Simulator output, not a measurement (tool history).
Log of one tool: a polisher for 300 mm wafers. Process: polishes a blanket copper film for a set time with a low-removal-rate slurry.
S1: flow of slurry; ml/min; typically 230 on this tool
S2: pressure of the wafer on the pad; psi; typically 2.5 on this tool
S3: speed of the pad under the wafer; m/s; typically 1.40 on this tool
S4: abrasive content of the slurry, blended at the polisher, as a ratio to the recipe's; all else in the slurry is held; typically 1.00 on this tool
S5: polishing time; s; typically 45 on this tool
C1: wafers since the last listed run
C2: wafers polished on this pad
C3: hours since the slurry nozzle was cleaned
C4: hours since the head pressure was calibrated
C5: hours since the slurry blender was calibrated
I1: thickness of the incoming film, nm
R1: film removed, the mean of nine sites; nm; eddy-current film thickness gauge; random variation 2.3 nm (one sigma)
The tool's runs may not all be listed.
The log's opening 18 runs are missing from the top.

Run 19, day 40.750: usual settings but S1 205 ml/min, S2 3.2 psi, S3 1.18 m/s; C1 543; C2 2342; C3 293.9; C4 86.6; C5 381.1; I1 1352.9. Result: R1 196.1 nm.
Run 20, day 41.788: usual settings; C1 250; C2 2593; C3 318.8; C4 111.5; C5 406.0; I1 1350.6. Result: R1 184.3 nm.
Run 21, day 43.662: usual settings but S1 295 ml/min, S5 33 s; C1 452; C2 3045; C3 363.8; C4 156.5; C5 451.0; I1 1382.2. Result: R1 133.2 nm.
At day 44.829: slurry blender recalibrated.
Run 22, day 46.642: usual settings but S5 40 s; C1 698; C2 3743; C3 435.3; C4 228.0; C5 43.5; I1 1364.9. Result: R1 162.6 nm.
At day 47.896: slurry nozzle cleaned.
At day 48.400: worn pad replaced by a new one.
At day 54.442: head pressure recalibrated.
Run 23, day 54.612: usual settings but S1 180 ml/min, S2 3.4 psi, S3 1.22 m/s; C1 1851; C2 1477; C3 161.2; C4 4.1; C5 234.8; I1 1360.3. Result: R1 210.8 nm.
Run 24, day 56.221: usual settings but S4 1.20, S5 52 s; C1 387; C2 1865; C3 199.8; C4 42.7; C5 273.4; I1 1377.7. Result: R1 223.6 nm.
Run 25, day 59.200: usual settings but S1 160 ml/min, S4 0.70, S5 39 s; C1 718; C2 2583; C3 271.3; C4 114.2; C5 344.9; I1 1362.3. Result: R1 142.8 nm.
Run 26, day 61.554: usual settings but S3 1.04 m/s; C1 567; C2 3151; C3 327.8; C4 170.7; C5 401.4; I1 1345.5. Result: R1 133.3 nm.
Run 27, day 62.925: usual settings but S1 155 ml/min, S2 2.0 psi, S3 1.18 m/s; C1 330; C2 3481; C3 360.7; C4 203.6; C5 434.3; I1 1372.6. Result: R1 117.9 nm.
At day 63.171: slurry blender recalibrated.
Run 28, day 64.117: usual settings but S2 2.9 psi, S4 0.75; C1 267; C2 3748; C3 389.3; C4 232.2; C5 22.7; I1 1355.3. Result: R1 197.0 nm.
At day 65.542: worn pad replaced by a new one.
Run 29, day 66.296: usual settings but S2 3.3 psi, S4 1.25, S5 32 s; C1 485; C2 181; C3 441.6; C4 284.5; C5 75.0; I1 1377.7. Result: R1 187.9 nm.
Run 30, day 67.942: usual settings; C1 396; C2 578; C3 481.1; C4 324.0; C5 114.5; I1 1369.4. Result: R1 185.3 nm.
Run 31, day 69.100: usual settings but S1 170 ml/min, S4 0.90, S5 54 s; C1 279; C2 857; C3 508.9; C4 351.8; C5 142.3; I1 1368.0. Result: R1 213.5 nm.

Each row is a separate what-if for the run after 31, all from the same tool condition, not one after another. Results?
Run A, day 69.117: usual settings but S4 0.75; C1 4; C2 861; C3 509.3; C4 352.2; C5 142.7; I1 1359.2. Result: R1 ?.
Run B, day 69.117: usual settings but S1 305 ml/min, S2 2.9 psi, S3 1.00 m/s, S4 0.90; C1 4; C2 861; C3 509.3; C4 352.2; C5 142.7; I1 1359.2. Result: R1 ?.
Run C, day 69.117: usual settings but S1 160 ml/min, S2 2.9 psi; C1 4; C2 861; C3 509.3; C4 352.2; C5 142.7; I1 1359.2. Result: R1 ?.

run     R1
  A  182.0
  B  159.2
  C  211.1
Without the tool's hidden state the same runs would have given:
run     R1
  A  184.9
  B  161.8
  C  214.5

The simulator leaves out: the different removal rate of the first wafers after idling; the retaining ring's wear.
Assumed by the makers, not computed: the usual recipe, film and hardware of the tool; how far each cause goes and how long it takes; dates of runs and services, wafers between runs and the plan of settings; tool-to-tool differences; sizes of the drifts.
